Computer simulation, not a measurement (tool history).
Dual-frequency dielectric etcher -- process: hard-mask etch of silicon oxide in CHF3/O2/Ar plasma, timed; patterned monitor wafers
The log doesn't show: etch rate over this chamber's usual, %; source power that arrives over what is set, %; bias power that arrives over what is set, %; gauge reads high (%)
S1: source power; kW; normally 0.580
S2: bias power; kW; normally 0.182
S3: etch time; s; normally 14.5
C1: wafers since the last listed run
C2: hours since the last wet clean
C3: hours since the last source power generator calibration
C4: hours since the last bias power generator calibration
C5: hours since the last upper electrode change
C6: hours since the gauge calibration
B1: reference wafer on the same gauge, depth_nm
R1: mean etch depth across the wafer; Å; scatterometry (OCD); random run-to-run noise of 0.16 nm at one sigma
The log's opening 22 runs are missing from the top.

| run | hour | S1 | S2 | S3 | C1 | C2 | C3 | C4 | C5 | C6 | B1 | R1 |
|---|---|---|---|---|---|---|---|---|---|---|---|---|
| 23 | 1232.7 | 0.580 | 0.200 | 10.5 | 485 | 183.7 | 1082.0 | 304.9 | 204.0 | 460.7 | 28.58 | 199.1 |
| 24 | 1260.0 | 0.580 | 0.182 | 14.5 | 532 | 211.0 | 1109.3 | 332.2 | 231.3 | 488.0 | 28.57 | 267.4 |
| 25 | 1331.9 | 0.480 | 0.147 | 13.0 | 1402 | 282.9 | 1181.2 | 404.1 | 303.2 | 559.9 | 28.61 | 218.4 |
| 26 | 1386.4 | 0.520 | 0.182 | 14.5 | 1063 | 337.4 | 1235.7 | 458.6 | 357.7 | 614.4 | 28.65 | 262.8 |
| 27 | 1437.0 | 0.580 | 0.182 | 18.5 | 987 | 388.0 | 1286.3 | 509.2 | 408.3 | 665.0 | 28.61 | 340.9 |
|  | 1468.7 | wet clean of the chamber |
| 28 | 1508.1 | 0.580 | 0.225 | 14.5 | 918 | 39.4 | 1357.4 | 580.3 | 479.4 | 736.1 | 28.54 | 280.7 |
| 29 | 1532.4 | 0.500 | 0.137 | 13.5 | 474 | 63.7 | 1381.7 | 604.6 | 503.7 | 760.4 | 28.61 | 221.5 |
| 30 | 1571.2 | 0.580 | 0.196 | 15.5 | 756 | 102.5 | 1420.5 | 643.4 | 542.5 | 799.2 | 28.61 | 291.1 |

Predict each of these 3 candidate next runs independently; none follows another, all start after run 30:
| A | 1571.6 | 0.580 | 0.182 | 14.5 | 7 | 102.9 | 1420.9 | 643.8 | 542.9 | 799.6 | ? | ? |
| B | 1571.6 | 0.580 | 0.146 | 13.0 | 7 | 102.9 | 1420.9 | 643.8 | 542.9 | 799.6 | ? | ? |
| C | 1571.6 | 0.580 | 0.198 | 14.5 | 7 | 102.9 | 1420.9 | 643.8 | 542.9 | 799.6 | ? | ? |

| run | B1 | R1 |
|---|---|---|
| A | 28.59 | 266.9 |
| B | 28.59 | 228.2 |
| C | 28.59 | 272.1 |
The same runs, with their run-to-run variation unchanged, on a tool lacking any hidden condition would have given:
| run | R1 |
|---|---|
| A | 265.1 |
| B | 226.7 |
| C | 270.3 |
